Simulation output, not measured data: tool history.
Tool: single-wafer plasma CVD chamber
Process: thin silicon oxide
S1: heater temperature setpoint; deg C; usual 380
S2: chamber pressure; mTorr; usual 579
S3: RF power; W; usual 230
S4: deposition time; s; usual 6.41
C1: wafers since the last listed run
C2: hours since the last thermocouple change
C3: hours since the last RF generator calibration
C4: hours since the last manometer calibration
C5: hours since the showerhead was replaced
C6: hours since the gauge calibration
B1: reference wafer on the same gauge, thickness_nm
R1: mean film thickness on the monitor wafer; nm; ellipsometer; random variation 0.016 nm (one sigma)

run 1 day=0 | S1=380 S2=579 S3=230 S4=6.41 | C1=0 C2=1976.4 C3=974.2 C4=753.8 C5=3224.5 C6=2378.8 | B1=8.357 | R1=7.76
run 2 day=2.654 | S1=380 S2=579 S3=230 S4=6.41 | C1=1115 C2=2040.1 C3=1037.9 C4=817.5 C5=3288.2 C6=2442.5 | B1=8.367 | R1=7.749
run 3 day=6.179 | S1=380 S2=579 S3=245 S4=6.41 | C1=1481 C2=2124.7 C3=1122.5 C4=902.1 C5=3372.8 C6=2527.1 | B1=8.356 | R1=7.917
run 4 day=8.567 | S1=380 S2=579 S3=245 S4=6.41 | C1=1003 C2=2182 C3=1179.8 C4=959.4 C5=3430.1 C6=2584.4 | B1=8.359 | R1=7.916
run 5 day=11.025 | S1=380 S2=579 S3=245 S4=6.41 | C1=1033 C2=2241 C3=1238.8 C4=1018.4 C5=3489.1 C6=2643.4 | B1=8.37 | R1=7.894
run 6 day=13.5 | S1=380 S2=579 S3=230 S4=6.41 | C1=1040 C2=2300.4 C3=1298.2 C4=1077.8 C5=3548.5 C6=2702.8 | B1=8.364 | R1=7.749
run 7 day=20.962 | S1=376 S2=579 S3=230 S4=6.41 | C1=3136 C2=2479.5 C3=1477.3 C4=1256.9 C5=3727.6 C6=2881.9 | B1=8.357 | R1=7.724
run 8 day=25.25 | S1=376 S2=579 S3=230 S4=6.41 | C1=1802 C2=2582.4 C3=1580.2 C4=1359.8 C5=3830.5 C6=2984.8 | B1=8.358 | R1=7.689
run 9 day=27.938 | S1=376 S2=579 S3=230 S4=6.41 | C1=1129 C2=2646.9 C3=1644.7 C4=1424.3 C5=3895 C6=3049.3 | B1=8.367 | R1=7.692
-- day=28.475 showerhead replaced
run 10 day=29.788 | S1=380 S2=579 S3=260 S4=6.41 | C1=637 C2=2691.3 C3=1689.1 C4=1468.7 C5=31.5 C6=3093.7 | B1=8.369 | R1=8.034
-- day=31.792 thermocouple changed; heater temperature recalibrated
run 11 day=33.55 | S1=380 S2=579 S3=260 S4=6.41 | C1=1441 C2=42.2 C3=1779.4 C4=1559 C5=121.8 C6=3184 | B1=8.359 | R1=8.014
run 12 day=35.392 | S1=380 S2=579 S3=230 S4=6.41 | C1=774 C2=86.4 C3=1823.6 C4=1603.2 C5=166 C6=3228.2 | B1=8.362 | R1=7.637
run 13 day=37.704 | S1=380 S2=579 S3=230 S4=6.41 | C1=972 C2=141.9 C3=1879.1 C4=1658.7 C5=221.5 C6=3283.7 | B1=8.354 | R1=7.599
-- day=38.433 gauge calibrated
run 14 day=41.846 | S1=376 S2=579 S3=230 S4=6.41 | C1=1740 C2=241.3 C3=1978.5 C4=1758.1 C5=320.9 C6=81.9 | B1=8.358 | R1=7.573
run 15 day=43.975 | S1=380 S2=579 S3=230 S4=6.41 | C1=894 C2=292.4 C3=2029.6 C4=1809.2 C5=372 C6=133 | B1=8.359 | R1=7.575
-- day=44.733 capacitance manometer re-zeroed and calibrated
run 16 day=48.088 | S1=380 S2=459 S3=230 S4=7.51 | C1=1588 C2=391.1 C3=2128.3 C4=80.5 C5=470.7 C6=231.7 | B1=8.362 | R1=7.065
-- day=51.921 RF generator calibrated
run 17 day=52.408 | S1=385 S2=664 S3=200 S4=6.07 | C1=1676 C2=494.8 C3=11.7 C4=184.2 C5=574.4 C6=335.4 | B1=8.354 | R1=8.047
run 18 day=56.388 | S1=373 S2=682 S3=220 S4=7.14 | C1=1672 C2=590.3 C3=107.2 C4=279.7 C5=669.9 C6=430.9 | B1=8.361 | R1=10.099
run 19 day=58.767 | S1=380 S2=579 S3=230 S4=6.41 | C1=1000 C2=647.4 C3=164.3 C4=336.8 C5=727 C6=488 | B1=8.363 | R1=7.808
run 20 day=62.279 | S1=380 S2=579 S3=230 S4=5.95 | C1=1476 C2=731.7 C3=248.6 C4=421.1 C5=811.3 C6=572.3 | B1=8.355 | R1=7.251
run 21 day=66.696 | S1=373 S2=451 S3=255 S4=5.49 | C1=1856 C2=837.7 C3=354.6 C4=527.1 C5=917.3 C6=678.3 | B1=8.363 | R1=5.428
run 22 day=69.962 | S1=380 S2=515 S3=230 S4=6.41 | C1=1373 C2=916.1 C3=433 C4=605.5 C5=995.7 C6=756.7 | B1=8.361 | R1=6.916
run 23 day=73.425 | S1=380 S2=579 S3=230 S4=6.41 | C1=1455 C2=999.2 C3=516.1 C4=688.6 C5=1078.8 C6=839.8 | B1=8.356 | R1=7.795
run 24 day=75.517 | S1=380 S2=672 S3=190 S4=5.41 | C1=879 C2=1049.4 C3=566.3 C4=738.8 C5=1129 C6=890 | B1=8.362 | R1=7.095
run 25 day=78.738 | S1=365 S2=704 S3=270 S4=7.24 | C1=1353 C2=1126.7 C3=643.6 C4=816.1 C5=1206.3 C6=967.3 | B1=8.361 | R1=11.431
run 26 day=82.779 | S1=380 S2=532 S3=230 S4=6.93 | C1=1698 C2=1223.7 C3=740.6 C4=913.1 C5=1303.3 C6=1064.3 | B1=8.361 | R1=7.734
run 27 day=86.892 | S1=380 S2=579 S3=205 S4=5.74 | C1=1728 C2=1322.4 C3=839.3 C4=1011.8 C5=1402 C6=1163 | B1=8.359 | R1=6.643
run 28 day=90.538 | S1=365 S2=681 S3=215 S4=6.06 | C1=1532 C2=1409.9 C3=926.8 C4=1099.3 C5=1489.5 C6=1250.5 | B1=8.367 | R1=8.494

4 ways to go on from here, each from the tool as it stands after run 28. What would each give?
run A day=90.554 | S1=380 S2=579 S3=215 S4=6.41 | C1=7 C2=1410.3 C3=927.2 C4=1099.7 C5=1489.9 C6=1250.9 | B1=? | R1=?
run B day=90.554 | S1=370 S2=579 S3=230 S4=6.41 | C1=7 C2=1410.3 C3=927.2 C4=1099.7 C5=1489.9 C6=1250.9 | B1=? | R1=?
run C day=90.554 | S1=367 S2=579 S3=250 S4=6.41 | C1=7 C2=1410.3 C3=927.2 C4=1099.7 C5=1489.9 C6=1250.9 | B1=? | R1=?
run D day=90.554 | S1=366 S2=479 S3=215 S4=5.21 | C1=7 C2=1410.3 C3=927.2 C4=1099.7 C5=1489.9 C6=1250.9 | B1=? | R1=?

run=A B1=8.368 R1=7.53
run=B B1=8.368 R1=7.77
run=C B1=8.368 R1=8.035
run=D B1=8.368 R1=5.1
Without the tool's hidden state the same runs would have given:
run=A R1=7.623
run=B R1=7.867
run=C R1=8.134
run=D R1=5.163

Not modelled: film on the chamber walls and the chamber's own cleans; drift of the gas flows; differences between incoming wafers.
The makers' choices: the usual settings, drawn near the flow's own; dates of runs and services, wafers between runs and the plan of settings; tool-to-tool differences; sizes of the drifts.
